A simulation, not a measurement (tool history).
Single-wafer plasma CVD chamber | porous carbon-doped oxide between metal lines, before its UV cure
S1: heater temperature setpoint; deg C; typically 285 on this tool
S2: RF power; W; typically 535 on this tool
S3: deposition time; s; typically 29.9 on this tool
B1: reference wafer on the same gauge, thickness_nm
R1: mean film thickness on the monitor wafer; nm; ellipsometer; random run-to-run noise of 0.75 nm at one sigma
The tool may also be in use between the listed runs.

{"run": 1, "hour": 0.0, "S1": 278, "S2": 535, "S3": 29.9, "B1": 202.171, "R1": 195.675}
{"run": 2, "hour": 98.4, "S1": 278, "S2": 535, "S3": 29.9, "B1": 201.899, "R1": 195.604}
{"run": 3, "hour": 162.5, "S1": 278, "S2": 535, "S3": 29.9, "B1": 201.946, "R1": 194.047}
{"hour": 208.6, "done": "RF generator calibrated"}
{"run": 4, "hour": 227.0, "S1": 285, "S2": 535, "S3": 29.9, "B1": 201.951, "R1": 192.922}
{"run": 5, "hour": 265.9, "S1": 285, "S2": 535, "S3": 29.9, "B1": 201.902, "R1": 192.236}
{"run": 6, "hour": 356.1, "S1": 285, "S2": 535, "S3": 33.9, "B1": 202.037, "R1": 217.297}
{"run": 7, "hour": 447.2, "S1": 285, "S2": 535, "S3": 33.9, "B1": 202.092, "R1": 219.578}
{"run": 8, "hour": 530.1, "S1": 285, "S2": 535, "S3": 33.9, "B1": 201.95, "R1": 219.367}
{"run": 9, "hour": 601.4, "S1": 285, "S2": 535, "S3": 29.9, "B1": 202.227, "R1": 193.76}
{"run": 10, "hour": 654.7, "S1": 285, "S2": 535, "S3": 29.9, "B1": 201.993, "R1": 192.998}
{"run": 11, "hour": 712.0, "S1": 285, "S2": 535, "S3": 29.9, "B1": 201.806, "R1": 193.105}
{"run": 12, "hour": 799.2, "S1": 285, "S2": 535, "S3": 29.9, "B1": 201.981, "R1": 194.615}
{"run": 13, "hour": 888.5, "S1": 285, "S2": 535, "S3": 29.9, "B1": 201.881, "R1": 193.715}
{"hour": 942.3, "done": "thermocouple changed; heater temperature recalibrated"}
{"run": 14, "hour": 963.8, "S1": 285, "S2": 535, "S3": 29.9, "B1": 202.208, "R1": 188.489}
{"run": 15, "hour": 1023.8, "S1": 285, "S2": 535, "S3": 29.9, "B1": 202.071, "R1": 189.109}
{"run": 16, "hour": 1102.6, "S1": 285, "S2": 535, "S3": 29.9, "B1": 201.954, "R1": 188.936}
{"run": 17, "hour": 1164.8, "S1": 285, "S2": 535, "S3": 27.8, "B1": 201.995, "R1": 175.785}
{"run": 18, "hour": 1269.8, "S1": 285, "S2": 535, "S3": 29.9, "B1": 201.929, "R1": 188.303}
{"run": 19, "hour": 1316.7, "S1": 285, "S2": 535, "S3": 29.9, "B1": 201.964, "R1": 187.15}
{"hour": 1333.7, "done": "showerhead replaced"}
{"run": 20, "hour": 1417.0, "S1": 285, "S2": 440, "S3": 26.7, "B1": 201.808, "R1": 139.81}
{"run": 21, "hour": 1522.3, "S1": 285, "S2": 535, "S3": 33.9, "B1": 201.909, "R1": 211.013}
{"run": 22, "hour": 1625.0, "S1": 285, "S2": 600, "S3": 29.9, "B1": 201.847, "R1": 203.838}
{"run": 23, "hour": 1731.4, "S1": 285, "S2": 535, "S3": 29.9, "B1": 202.026, "R1": 185.602}
{"run": 24, "hour": 1822.5, "S1": 277, "S2": 465, "S3": 29.9, "B1": 201.991, "R1": 169.83}
{"hour": 1877.6, "done": "RF generator calibrated"}
{"run": 25, "hour": 1904.8, "S1": 293, "S2": 535, "S3": 29.9, "B1": 201.773, "R1": 184.735}
{"hour": 1957.7, "done": "gauge calibrated"}
{"run": 26, "hour": 2003.9, "S1": 285, "S2": 535, "S3": 29.9, "B1": 201.921, "R1": 193.814}
{"run": 27, "hour": 2102.2, "S1": 290, "S2": 535, "S3": 31.8, "B1": 201.885, "R1": 200.441}

Forecast run 28:
{"run": 28, "hour": 2151.3, "S1": 285, "S2": 535, "S3": 25.8, "B1": "?", "R1": "?"}

{"run 28": {"B1": 202.108, "R1": 169.404}}
The same run, on a tool lacking any hidden state, would have yielded R1 167.718 nm.

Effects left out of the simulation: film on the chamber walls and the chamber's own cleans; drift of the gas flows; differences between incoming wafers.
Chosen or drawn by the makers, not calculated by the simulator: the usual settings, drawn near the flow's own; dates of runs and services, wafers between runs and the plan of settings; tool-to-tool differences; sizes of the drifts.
